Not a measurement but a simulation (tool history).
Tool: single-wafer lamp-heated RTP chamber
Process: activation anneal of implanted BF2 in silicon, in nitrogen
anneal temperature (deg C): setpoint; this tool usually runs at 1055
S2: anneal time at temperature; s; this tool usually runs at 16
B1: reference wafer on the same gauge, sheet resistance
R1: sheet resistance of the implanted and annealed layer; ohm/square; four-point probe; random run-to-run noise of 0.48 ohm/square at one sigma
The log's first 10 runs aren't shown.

{"run": 11, "hour": 504.5, "anneal temperature (deg C)": 1055, "S2": 16, "B1": 127.07, "R1": 146.2}
{"run": 12, "hour": 538.6, "anneal temperature (deg C)": 1055, "S2": 16, "B1": 127.02, "R1": 145.4}
{"hour": 595.0, "done": "pyrometer window cleaned and pyrometer calibrated"}
{"run": 13, "hour": 738.1, "anneal temperature (deg C)": 1055, "S2": 16, "B1": 126.76, "R1": 144.26}
{"run": 14, "hour": 802.9, "anneal temperature (deg C)": 1055, "S2": 16, "B1": 127.31, "R1": 144.39}
{"run": 15, "hour": 859.4, "anneal temperature (deg C)": 1075, "S2": 16, "B1": 127.18, "R1": 134.52}
{"run": 16, "hour": 890.6, "anneal temperature (deg C)": 1027, "S2": 23, "B1": 126.92, "R1": 155.76}
{"run": 17, "hour": 953.1, "anneal temperature (deg C)": 1033, "S2": 12, "B1": 126.78, "R1": 163.49}
{"hour": 994.1, "done": "pyrometer window cleaned and pyrometer calibrated"}
{"run": 18, "hour": 1020.9, "anneal temperature (deg C)": 1043, "S2": 20, "B1": 126.9, "R1": 147.07}
{"run": 19, "hour": 1087.8, "anneal temperature (deg C)": 1055, "S2": 16, "B1": 127.1, "R1": 143.39}
{"run": 20, "hour": 1136.9, "anneal temperature (deg C)": 1077, "S2": 25, "B1": 126.85, "R1": 125.14}
{"run": 21, "hour": 1179.5, "anneal temperature (deg C)": 1083, "S2": 8, "B1": 126.86, "R1": 141.22}
{"run": 22, "hour": 1227.6, "anneal temperature (deg C)": 1026, "S2": 13, "B1": 126.96, "R1": 167.63}
{"run": 23, "hour": 1291.2, "anneal temperature (deg C)": 1075, "S2": 8, "B1": 126.79, "R1": 145.14}
{"run": 24, "hour": 1315.5, "anneal temperature (deg C)": 1084, "S2": 10, "B1": 126.83, "R1": 137.18}
{"run": 25, "hour": 1374.2, "anneal temperature (deg C)": 1055, "S2": 16, "B1": 126.95, "R1": 141.81}
{"hour": 1405.8, "done": "pyrometer window cleaned and pyrometer calibrated"}
{"run": 26, "hour": 1433.4, "anneal temperature (deg C)": 1084, "S2": 21, "B1": 127.16, "R1": 125.75}
{"hour": 1466.6, "done": "reflector plate cleaned"}
{"run": 27, "hour": 1495.5, "anneal temperature (deg C)": 1077, "S2": 13, "B1": 126.95, "R1": 140.04}
{"hour": 1501.1, "done": "gauge calibrated"}
{"run": 28, "hour": 1545.6, "anneal temperature (deg C)": 1070, "S2": 11, "B1": 127.18, "R1": 145.66}
{"run": 29, "hour": 1611.7, "anneal temperature (deg C)": 1055, "S2": 16, "B1": 127.11, "R1": 146.74}
{"run": 30, "hour": 1665.5, "anneal temperature (deg C)": 1055, "S2": 16, "B1": 126.89, "R1": 145.22}
{"run": 31, "hour": 1698.0, "anneal temperature (deg C)": 1075, "S2": 16, "B1": 126.85, "R1": 135.6}
{"run": 32, "hour": 1738.8, "anneal temperature (deg C)": 1085, "S2": 22, "B1": 127.09, "R1": 125.67}

Predict the results of run 33:
{"hour": 1860.3, "done": "pyrometer window cleaned and pyrometer calibrated"}
{"run": 33, "hour": 1943.8, "anneal temperature (deg C)": 1085, "S2": 7, "B1": "?", "R1": "?"}

{"run 33": {"B1": 126.83, "R1": 143.3}}
The same run, on a tool lacking any hidden state, would have yielded R1 146.36 ohm/square.

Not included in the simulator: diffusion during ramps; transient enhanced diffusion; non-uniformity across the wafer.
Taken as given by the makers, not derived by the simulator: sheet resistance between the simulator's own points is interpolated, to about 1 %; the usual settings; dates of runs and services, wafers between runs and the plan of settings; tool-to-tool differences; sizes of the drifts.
